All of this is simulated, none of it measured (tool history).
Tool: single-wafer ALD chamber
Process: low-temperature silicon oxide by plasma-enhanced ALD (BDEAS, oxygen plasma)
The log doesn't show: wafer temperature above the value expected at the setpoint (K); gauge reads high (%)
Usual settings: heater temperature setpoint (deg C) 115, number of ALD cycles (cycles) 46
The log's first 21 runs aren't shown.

run,hour,heater temperature setpoint (deg C),number of ALD cycles (cycles),wafers since the last listed run,hours since the last thermocouple change,hours since the gauge calibration,"read-back reference wafer on the same gauge, thickness_nm",mean film thickness on the monitor wafer (nm)
22,525.7,123,52,222,107.7,77.2,7.517,7.551
23,560.3,128,52,288,142.3,111.8,7.521,7.517
24,578.1,115,46,148,160.1,129.6,7.516,6.721
25,605.1,111,39,225,187.1,156.6,7.521,5.752
26,627.0,115,46,182,209.0,178.5,7.521,6.785
27,658.7,105,46,264,240.7,210.2,7.521,6.830
28,694.5,107,54,298,276.5,246.0,7.522,7.999
29,713.6,115,52,159,295.6,265.1,7.519,7.636
30,743.2,130,40,247,325.2,294.7,7.521,5.771
31,776.6,115,46,278,358.6,328.1,7.525,6.772
32,808.1,121,46,263,390.1,359.6,7.518,6.694

Forecast each of these 5 alternatives for the next run:
A,808.6,115,46,4,390.6,360.1,?,?
B,808.6,123,43,4,390.6,360.1,?,?
C,808.6,121,53,4,390.6,360.1,?,?
D,808.6,119,40,4,390.6,360.1,?,?
E,808.6,129,54,4,390.6,360.1,?,?

run,"read-back reference wafer on the same gauge, thickness_nm",mean film thickness on the monitor wafer (nm)
A,7.526,6.768
B,7.526,6.244
C,7.526,7.722
D,7.526,5.847
E,7.526,7.764
Without the tool's hidden state the same runs would have given:
run,mean film thickness on the monitor wafer (nm)
A,6.768
B,6.244
C,7.722
D,5.847
E,7.764

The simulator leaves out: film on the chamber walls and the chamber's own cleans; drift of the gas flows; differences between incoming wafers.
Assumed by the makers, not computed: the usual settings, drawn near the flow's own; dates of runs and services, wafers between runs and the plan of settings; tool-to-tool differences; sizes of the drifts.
